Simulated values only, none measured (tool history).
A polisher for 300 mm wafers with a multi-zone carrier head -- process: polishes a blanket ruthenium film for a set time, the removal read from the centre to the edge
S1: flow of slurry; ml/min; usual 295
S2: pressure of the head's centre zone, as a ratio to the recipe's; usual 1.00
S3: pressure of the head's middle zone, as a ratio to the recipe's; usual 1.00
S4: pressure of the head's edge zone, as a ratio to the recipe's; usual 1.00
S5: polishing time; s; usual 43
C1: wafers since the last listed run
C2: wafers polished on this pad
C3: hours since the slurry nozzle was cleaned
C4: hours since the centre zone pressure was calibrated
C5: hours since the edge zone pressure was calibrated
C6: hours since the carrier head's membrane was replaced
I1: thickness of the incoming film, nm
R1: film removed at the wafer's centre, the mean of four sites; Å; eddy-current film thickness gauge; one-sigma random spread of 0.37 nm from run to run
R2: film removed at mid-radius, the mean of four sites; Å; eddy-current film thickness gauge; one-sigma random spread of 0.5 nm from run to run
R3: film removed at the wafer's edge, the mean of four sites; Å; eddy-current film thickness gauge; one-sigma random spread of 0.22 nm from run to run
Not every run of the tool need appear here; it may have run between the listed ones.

{"run": 1, "hour": 0.0, "S1": 295, "S2": 1.08, "S3": 1.0, "S4": 0.92, "S5": 43, "C1": 0, "C2": 480, "C3": 345.1, "C4": 911.6, "C5": 489.5, "C6": 1027.0, "I1": 461.1, "R1": 384, "R2": 356, "R3": 345}
{"run": 2, "hour": 9.8, "S1": 295, "S2": 1.0, "S3": 1.0, "S4": 1.0, "S5": 43, "C1": 89, "C2": 570, "C3": 354.9, "C4": 921.4, "C5": 499.3, "C6": 1036.8, "I1": 459.8, "R1": 353, "R2": 365, "R3": 364}
{"run": 3, "hour": 19.3, "S1": 295, "S2": 1.0, "S3": 1.0, "S4": 1.0, "S5": 43, "C1": 87, "C2": 657, "C3": 364.4, "C4": 930.9, "C5": 508.8, "C6": 1046.3, "I1": 467.4, "R1": 355, "R2": 364, "R3": 362}
{"run": 4, "hour": 26.5, "S1": 295, "S2": 1.03, "S3": 1.0, "S4": 1.0, "S5": 43, "C1": 66, "C2": 723, "C3": 371.6, "C4": 938.1, "C5": 516.0, "C6": 1053.5, "I1": 468.5, "R1": 362, "R2": 370, "R3": 358}
{"run": 5, "hour": 44.4, "S1": 295, "S2": 1.03, "S3": 1.0, "S4": 1.0, "S5": 43, "C1": 164, "C2": 888, "C3": 389.5, "C4": 956.0, "C5": 533.9, "C6": 1071.4, "I1": 462.0, "R1": 370, "R2": 361, "R3": 362}
{"hour": 64.2, "done": "worn pad replaced by a new one"}
{"run": 6, "hour": 64.7, "S1": 240, "S2": 1.0, "S3": 1.0, "S4": 1.0, "S5": 43, "C1": 149, "C2": 4, "C3": 409.8, "C4": 976.3, "C5": 554.2, "C6": 1091.7, "I1": 461.3, "R1": 351, "R2": 350, "R3": 352}
{"run": 7, "hour": 76.2, "S1": 215, "S2": 1.0, "S3": 0.93, "S4": 1.0, "S5": 43, "C1": 105, "C2": 110, "C3": 421.3, "C4": 987.8, "C5": 565.7, "C6": 1103.2, "I1": 466.1, "R1": 332, "R2": 322, "R3": 348}
{"run": 8, "hour": 91.2, "S1": 215, "S2": 1.0, "S3": 0.93, "S4": 1.0, "S5": 43, "C1": 137, "C2": 248, "C3": 436.3, "C4": 1002.8, "C5": 580.7, "C6": 1118.2, "I1": 454.8, "R1": 337, "R2": 328, "R3": 348}
{"hour": 95.6, "done": "centre zone pressure recalibrated"}
{"run": 9, "hour": 106.0, "S1": 295, "S2": 0.96, "S3": 1.0, "S4": 1.0, "S5": 43, "C1": 117, "C2": 365, "C3": 451.1, "C4": 10.4, "C5": 595.5, "C6": 1133.0, "I1": 457.1, "R1": 346, "R2": 368, "R3": 363}
{"hour": 108.5, "done": "edge zone pressure recalibrated"}
{"run": 10, "hour": 124.0, "S1": 295, "S2": 1.0, "S3": 1.0, "S4": 1.0, "S5": 43, "C1": 146, "C2": 512, "C3": 469.1, "C4": 28.4, "C5": 15.5, "C6": 1151.0, "I1": 453.5, "R1": 359, "R2": 362, "R3": 360}
{"run": 11, "hour": 141.7, "S1": 295, "S2": 1.08, "S3": 1.0, "S4": 1.0, "S5": 43, "C1": 162, "C2": 675, "C3": 486.8, "C4": 46.1, "C5": 33.2, "C6": 1168.7, "I1": 452.1, "R1": 386, "R2": 368, "R3": 357}
{"hour": 148.1, "done": "slurry nozzle cleaned"}
{"run": 12, "hour": 159.2, "S1": 295, "S2": 1.0, "S3": 1.1, "S4": 1.0, "S5": 43, "C1": 151, "C2": 826, "C3": 11.1, "C4": 63.6, "C5": 50.7, "C6": 1186.2, "I1": 460.8, "R1": 356, "R2": 398, "R3": 357}
{"hour": 171.6, "done": "worn pad replaced by a new one"}
{"hour": 173.9, "done": "carrier head's membrane replaced by a new one"}
{"run": 13, "hour": 175.1, "S1": 295, "S2": 1.0, "S3": 1.0, "S4": 1.0, "S5": 43, "C1": 87, "C2": 10, "C3": 27.0, "C4": 79.5, "C5": 66.6, "C6": 1.2, "I1": 459.7, "R1": 354, "R2": 366, "R3": 362}
{"run": 14, "hour": 191.2, "S1": 295, "S2": 0.9, "S3": 0.92, "S4": 1.05, "S5": 56, "C1": 147, "C2": 158, "C3": 43.1, "C4": 95.6, "C5": 82.7, "C6": 17.3, "I1": 460.6, "R1": 419, "R2": 447, "R3": 482}
{"run": 15, "hour": 205.5, "S1": 295, "S2": 1.0, "S3": 1.0, "S4": 1.0, "S5": 43, "C1": 131, "C2": 289, "C3": 57.4, "C4": 109.9, "C5": 97.0, "C6": 31.6, "I1": 462.6, "R1": 351, "R2": 360, "R3": 362}
{"run": 16, "hour": 218.5, "S1": 295, "S2": 1.0, "S3": 1.0, "S4": 1.0, "S5": 28, "C1": 119, "C2": 409, "C3": 70.4, "C4": 122.9, "C5": 110.0, "C6": 44.6, "I1": 460.8, "R1": 234, "R2": 241, "R3": 234}

Each row is a separate what-if for the run after 16, all from the same tool condition, not one after another. Results?
{"run": "A", "hour": 218.9, "S1": 295, "S2": 1.0, "S3": 1.0, "S4": 0.88, "S5": 43, "C1": 3, "C2": 412, "C3": 70.8, "C4": 123.3, "C5": 110.4, "C6": 45.0, "I1": 458.1, "R1": "?", "R2": "?", "R3": "?"}
{"run": "B", "hour": 218.9, "S1": 295, "S2": 1.0, "S3": 1.0, "S4": 1.0, "S5": 35, "C1": 3, "C2": 412, "C3": 70.8, "C4": 123.3, "C5": 110.4, "C6": 45.0, "I1": 458.1, "R1": "?", "R2": "?", "R3": "?"}
{"run": "C", "hour": 218.9, "S1": 335, "S2": 0.92, "S3": 0.94, "S4": 1.0, "S5": 43, "C1": 3, "C2": 412, "C3": 70.8, "C4": 123.3, "C5": 110.4, "C6": 45.0, "I1": 458.1, "R1": "?", "R2": "?", "R3": "?"}
{"run": "D", "hour": 218.9, "S1": 255, "S2": 1.0, "S3": 1.0, "S4": 1.07, "S5": 43, "C1": 3, "C2": 412, "C3": 70.8, "C4": 123.3, "C5": 110.4, "C6": 45.0, "I1": 458.1, "R1": "?", "R2": "?", "R3": "?"}
{"run": "E", "hour": 218.9, "S1": 325, "S2": 0.95, "S3": 1.0, "S4": 1.0, "S5": 43, "C1": 3, "C2": 412, "C3": 70.8, "C4": 123.3, "C5": 110.4, "C6": 45.0, "I1": 458.1, "R1": "?", "R2": "?", "R3": "?"}

run=A R1=355 R2=370 R3=339
run=B R1=289 R2=301 R3=293
run=C R1=331 R2=356 R3=364
run=D R1=348 R2=364 R3=367
run=E R1=341 R2=374 R3=363
What these runs would have given with no unlogged condition in the tool:
run=A R1=355 R2=370 R3=339
run=B R1=289 R2=301 R3=293
run=C R1=331 R2=356 R3=364
run=D R1=348 R2=364 R3=367
run=E R1=341 R2=374 R3=363
